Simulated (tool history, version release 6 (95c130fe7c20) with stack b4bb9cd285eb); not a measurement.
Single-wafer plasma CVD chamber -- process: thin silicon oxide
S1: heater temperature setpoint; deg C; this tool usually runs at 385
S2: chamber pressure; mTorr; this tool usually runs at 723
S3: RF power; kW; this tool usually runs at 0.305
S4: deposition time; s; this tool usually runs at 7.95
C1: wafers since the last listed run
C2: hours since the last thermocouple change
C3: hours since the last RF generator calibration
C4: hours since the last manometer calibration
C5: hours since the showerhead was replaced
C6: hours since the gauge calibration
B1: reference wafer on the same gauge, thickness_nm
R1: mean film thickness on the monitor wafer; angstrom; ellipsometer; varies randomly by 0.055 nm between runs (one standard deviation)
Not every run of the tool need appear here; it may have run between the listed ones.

run    hour   S1   S2     S3    S4    C1      C2      C3      C4      C5      C6      B1      R1
  1     0.0  395  723  0.305  7.95     0  2068.5  1054.7   951.6  4650.4  1627.6  14.486  131.90
       33.9  -- thermocouple changed; heater temperature recalibrated
  2    61.1  395  723  0.305  7.95  1297    27.2  1115.8  1012.7  4711.5  1688.7  14.458  131.83
       97.8  -- RF generator calibrated
  3   121.7  375  821  0.350  7.95  1285    87.8    23.9  1073.3  4772.1  1749.3  14.429  159.83
  4   212.0  385  598  0.305  7.95  2206   178.1   114.2  1163.6  4862.4  1839.6  14.337  108.55
  5   241.8  381  627  0.245  6.85   728   207.9   144.0  1193.4  4892.2  1869.4  14.327   87.62
  6   280.4  385  572  0.305  7.95   943   246.5   182.6  1232.0  4930.8  1908.0  14.318  103.24
      306.9  -- capacitance manometer re-zeroed and calibrated
  7   336.8  385  723  0.305  7.95  1182   302.9   239.0    29.9  4987.2  1964.4  14.267  129.64
      382.3  -- gauge calibrated
  8   395.0  385  723  0.305  7.95  1422   361.1   297.2    88.1  5045.4    12.7  14.867  136.57
  9   427.8  378  635  0.255  6.89   801   393.9   330.0   120.9  5078.2    45.5  14.878   94.51
 10   472.0  385  723  0.305  7.95  1080   438.1   374.2   165.1  5122.4    89.7  14.896  135.69
 11   531.3  385  723  0.305  7.95  1449   497.4   433.5   224.4  5181.7   149.0  14.867  137.13
 12   569.5  395  822  0.285  7.15   933   535.6   471.7   262.6  5219.9   187.2  14.878  132.21
      582.0  -- showerhead replaced
 13   632.4  385  723  0.305  7.95  1341   598.5   534.6   325.5    50.4   250.1  14.862  136.54
 14   693.5  385  723  0.265  8.55  1493   659.6   595.7   386.6   111.5   311.2  14.857  137.58
 15   748.7  378  625  0.270  7.95  1348   714.8   650.9   441.8   166.7   366.4  14.861  110.63
 16   790.2  385  577  0.305  7.02  1014   756.3   692.4   483.3   208.2   407.9  14.858   95.79
 17   816.9  385  671  0.255  7.95   652   783.0   719.1   510.0   234.9   434.6  14.843  115.39
 18   841.9  385  605  0.305  7.95   610   808.0   744.1   535.0   259.9   459.6  14.837  112.69
 19   905.7  385  723  0.335  7.95  1559   871.8   807.9   598.8   323.7   523.4  14.820  142.36
 20   956.9  377  723  0.290  8.40  1251   923.0   859.1   650.0   374.9   574.6  14.802  140.60
 21  1018.3  385  666  0.270  8.64  1500   984.4   920.5   711.4   436.3   636.0  14.799  127.58
 22  1066.3  385  568  0.305  9.29  1173  1032.4   968.5   759.4   484.3   684.0  14.790  123.79
 23  1131.9  391  723  0.345  7.95  1603  1098.0  1034.1   825.0   549.9   749.6  14.799  143.05
 24  1199.5  385  723  0.305  7.95  1651  1165.6  1101.7   892.6   617.5   817.2  14.752  135.01
 25  1227.1  395  623  0.305  8.45   674  1193.2  1129.3   920.2   645.1   844.8  14.754  122.59
 26  1267.7  385  723  0.365  7.95   992  1233.8  1169.9   960.8   685.7   885.4  14.717  146.37
     1281.6  -- RF generator calibrated
 27  1295.4  385  723  0.305  6.48   481  1261.5    13.8   988.5   713.4   913.1  14.721  109.81

5 ways to go on from here, each from the tool as it stands after run 27. What would each give?
  A  1295.8  385  723  0.305  7.95   9  1261.9  14.2  988.9  713.8  913.5   ?   ?
  B  1295.8  385  723  0.305  6.93   9  1261.9  14.2  988.9  713.8  913.5   ?   ?
  C  1295.8  379  817  0.325  7.34   9  1261.9  14.2  988.9  713.8  913.5   ?   ?
  D  1295.8  385  723  0.305  8.71   9  1261.9  14.2  988.9  713.8  913.5   ?   ?
  E  1295.8  385  723  0.255  8.37   9  1261.9  14.2  988.9  713.8  913.5   ?   ?

run      B1      R1
  A  14.708  134.39
  B  14.708  117.18
  C  14.708  144.12
  D  14.708  147.21
  E  14.708  128.98
Had the tool no hidden state, the same runs would have come out as:
run      R1
  A  136.90
  B  119.37
  C  146.81
  D  149.95
  E  131.39
